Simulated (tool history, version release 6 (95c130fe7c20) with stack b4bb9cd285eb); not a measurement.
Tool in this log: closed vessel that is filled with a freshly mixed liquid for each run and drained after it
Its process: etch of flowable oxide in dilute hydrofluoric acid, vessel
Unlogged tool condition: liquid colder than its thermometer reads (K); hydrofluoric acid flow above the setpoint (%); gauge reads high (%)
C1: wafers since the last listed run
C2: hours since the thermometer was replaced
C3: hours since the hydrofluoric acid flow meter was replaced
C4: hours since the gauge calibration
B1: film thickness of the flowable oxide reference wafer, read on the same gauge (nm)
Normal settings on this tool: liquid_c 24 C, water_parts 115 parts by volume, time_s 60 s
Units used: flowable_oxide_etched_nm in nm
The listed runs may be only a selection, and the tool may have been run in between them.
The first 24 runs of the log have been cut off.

Run 25, hour 693.8: usual settings; C1 3511; C2 56.8; C3 128.8; C4 340.6; B1 39.99. Result: flowable_oxide_etched_nm 22 nm.
Run 26, hour 709.2: usual settings but water_parts 85 parts by volume; C1 1527; C2 72.2; C3 144.2; C4 356; B1 40.01. Result: flowable_oxide_etched_nm 31.12 nm.
Run 27, hour 740.3: usual settings; C1 3084; C2 103.3; C3 175.3; C4 387.1; B1 40. Result: flowable_oxide_etched_nm 22.34 nm.
Run 28, hour 752.6: usual settings but time_s 85 s; C1 1220; C2 115.6; C3 187.6; C4 399.4; B1 40.01. Result: flowable_oxide_etched_nm 31.73 nm.
Run 29, hour 842.1: usual settings but liquid_c 20.5 C, water_parts 75 parts by volume; C1 8878; C2 205.1; C3 277.1; C4 488.9; B1 39.98. Result: flowable_oxide_etched_nm 30.96 nm.
Run 30, hour 871.4: usual settings but water_parts 65 parts by volume, time_s 30 s; C1 2906; C2 234.4; C3 306.4; C4 518.2; B1 40. Result: flowable_oxide_etched_nm 21.08 nm.
Run 31, hour 898.2: usual settings; C1 2658; C2 261.2; C3 333.2; C4 545; B1 40.01. Result: flowable_oxide_etched_nm 22.45 nm.
Run 32, hour 918.5: usual settings; C1 2013; C2 281.5; C3 353.5; C4 565.3; B1 39.99. Result: flowable_oxide_etched_nm 22.44 nm.
Run 33, hour 935: usual settings; C1 1636; C2 298; C3 370; C4 581.8; B1 39.99. Result: flowable_oxide_etched_nm 22.55 nm.
Run 34, hour 956.5: usual settings but liquid_c 27.5 C, water_parts 55 parts by volume, time_s 95 s; C1 2132; C2 319.5; C3 391.5; C4 603.3; B1 39.99. Result: flowable_oxide_etched_nm 92.7 nm.

3 ways to go on from here, each from the tool as it stands after run 34. What would each give?
Run A, hour 957.2: usual settings but time_s 30 s; C1 69; C2 320.2; C3 392.2; C4 604; B1 ?. Result: flowable_oxide_etched_nm ?.
Run B, hour 957.2: usual settings but water_parts 95 parts by volume, time_s 85 s; C1 69; C2 320.2; C3 392.2; C4 604; B1 ?. Result: flowable_oxide_etched_nm ?.
Run C, hour 957.2: usual settings but liquid_c 26.5 C, water_parts 165 parts by volume, time_s 70 s; C1 69; C2 320.2; C3 392.2; C4 604; B1 ?. Result: flowable_oxide_etched_nm ?.

run     B1  flowable_oxide_etched_nm
  A  39.98                     11.18
  B  39.98                     39.27
  C  39.98                     18.87
With the hidden condition removed and each run's random variation left untouched, the same runs would have given:
run  flowable_oxide_etched_nm
  A                     10.81
  B                     37.98
  C                     18.21
